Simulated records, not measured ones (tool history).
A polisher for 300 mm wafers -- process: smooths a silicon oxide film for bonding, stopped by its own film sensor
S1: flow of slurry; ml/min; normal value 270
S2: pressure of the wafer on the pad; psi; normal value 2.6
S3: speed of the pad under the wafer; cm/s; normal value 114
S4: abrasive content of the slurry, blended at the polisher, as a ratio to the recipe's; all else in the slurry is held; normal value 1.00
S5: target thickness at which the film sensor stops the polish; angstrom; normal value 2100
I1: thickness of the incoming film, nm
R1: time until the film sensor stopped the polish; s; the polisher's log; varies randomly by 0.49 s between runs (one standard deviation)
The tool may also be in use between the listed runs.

| run | hour | S1 | S2 | S3 | S4 | S5 | I1 | R1 |
|---|---|---|---|---|---|---|---|---|
| 1 | 0.0 | 225 | 2.6 | 114 | 1.00 | 2100 | 251.0 | 44.7 |
| 2 | 62.4 | 225 | 2.6 | 114 | 1.00 | 2100 | 253.7 | 48.3 |
| 3 | 126.5 | 330 | 2.6 | 114 | 1.00 | 2100 | 251.3 | 44.9 |
| 4 | 197.5 | 270 | 2.6 | 114 | 1.00 | 2100 | 252.0 | 49.3 |
| 5 | 224.8 | 270 | 2.6 | 114 | 1.00 | 2100 | 251.3 | 49.6 |
|  | 232.8 | worn pad replaced by a new one |
| 6 | 263.0 | 270 | 2.6 | 114 | 1.25 | 2100 | 247.4 | 41.1 |
|  | 271.8 | slurry blender recalibrated |
|  | 292.5 | head pressure recalibrated |
| 7 | 305.0 | 270 | 2.6 | 114 | 1.25 | 2100 | 250.0 | 38.6 |
|  | 330.2 | slurry nozzle cleaned |
| 8 | 349.5 | 270 | 2.6 | 114 | 1.00 | 2190 | 254.8 | 38.4 |
| 9 | 418.4 | 235 | 2.6 | 114 | 1.00 | 2100 | 252.2 | 46.5 |
| 10 | 446.4 | 235 | 2.6 | 114 | 1.00 | 2100 | 250.3 | 45.2 |
| 11 | 507.2 | 235 | 2.6 | 114 | 1.00 | 2100 | 254.3 | 51.4 |
|  | 524.5 | worn pad replaced by a new one |
| 12 | 573.4 | 270 | 2.1 | 114 | 1.00 | 2100 | 254.6 | 65.3 |
| 13 | 602.9 | 270 | 2.6 | 114 | 1.00 | 2100 | 247.1 | 45.1 |
|  | 622.2 | slurry blender recalibrated |
|  | 653.5 | slurry nozzle cleaned |
| 14 | 664.3 | 270 | 2.6 | 114 | 1.25 | 2170 | 248.7 | 29.1 |
| 15 | 728.1 | 270 | 2.6 | 114 | 1.00 | 2100 | 252.0 | 45.1 |
| 16 | 787.3 | 270 | 2.6 | 114 | 1.00 | 2100 | 248.0 | 41.0 |
| 17 | 820.7 | 330 | 2.6 | 114 | 1.00 | 2100 | 250.1 | 43.1 |
| 18 | 864.2 | 270 | 2.6 | 114 | 1.30 | 2100 | 253.5 | 41.3 |
|  | 894.6 | worn pad replaced by a new one |
| 19 | 935.7 | 270 | 2.6 | 114 | 1.00 | 2140 | 251.8 | 44.6 |
| 20 | 988.2 | 210 | 2.2 | 148 | 1.00 | 2100 | 253.1 | 54.8 |
|  | 993.9 | slurry blender recalibrated |
| 21 | 1018.1 | 270 | 2.6 | 114 | 1.00 | 2100 | 246.3 | 39.2 |
|  | 1028.7 | slurry nozzle cleaned |
| 22 | 1066.3 | 295 | 2.6 | 114 | 1.00 | 2100 | 248.0 | 40.0 |
| 23 | 1131.0 | 270 | 1.7 | 114 | 1.00 | 2210 | 251.5 | 50.7 |
| 24 | 1188.7 | 225 | 2.6 | 154 | 0.75 | 2100 | 252.1 | 47.6 |
|  | 1199.2 | worn pad replaced by a new one |
| 25 | 1215.2 | 270 | 2.3 | 76 | 1.00 | 2100 | 247.4 | 58.5 |
| 26 | 1264.8 | 270 | 2.6 | 114 | 1.00 | 2160 | 252.6 | 42.4 |
| 27 | 1318.4 | 270 | 2.6 | 114 | 1.00 | 2100 | 254.2 | 53.2 |
|  | 1349.4 | slurry blender recalibrated |
| 28 | 1360.0 | 215 | 2.6 | 102 | 1.00 | 2100 | 251.3 | 47.2 |
|  | 1373.2 | slurry nozzle cleaned |
| 29 | 1408.0 | 270 | 2.6 | 128 | 1.00 | 2230 | 248.4 | 24.8 |
| 30 | 1432.3 | 270 | 2.6 | 114 | 1.00 | 2100 | 253.4 | 45.9 |

4 options for the next run, each taken on its own from the tool as it stands now. Forecast them:
| A | 1432.7 | 270 | 2.6 | 114 | 1.00 | 2150 | 250.3 | ? |
| B | 1432.7 | 270 | 2.6 | 114 | 0.80 | 2100 | 250.3 | ? |
| C | 1432.7 | 270 | 2.6 | 132 | 1.00 | 2100 | 250.3 | ? |
| D | 1432.7 | 345 | 2.6 | 114 | 1.00 | 2100 | 250.3 | ? |

| run | R1 |
|---|---|
| A | 36.6 |
| B | 48.5 |
| C | 38.2 |
| D | 41.1 |
Take away the tool's hidden state, keep each run's random variation, and the runs would have read:
| run | R1 |
|---|---|
| A | 36.2 |
| B | 48.0 |
| C | 37.9 |
| D | 40.7 |

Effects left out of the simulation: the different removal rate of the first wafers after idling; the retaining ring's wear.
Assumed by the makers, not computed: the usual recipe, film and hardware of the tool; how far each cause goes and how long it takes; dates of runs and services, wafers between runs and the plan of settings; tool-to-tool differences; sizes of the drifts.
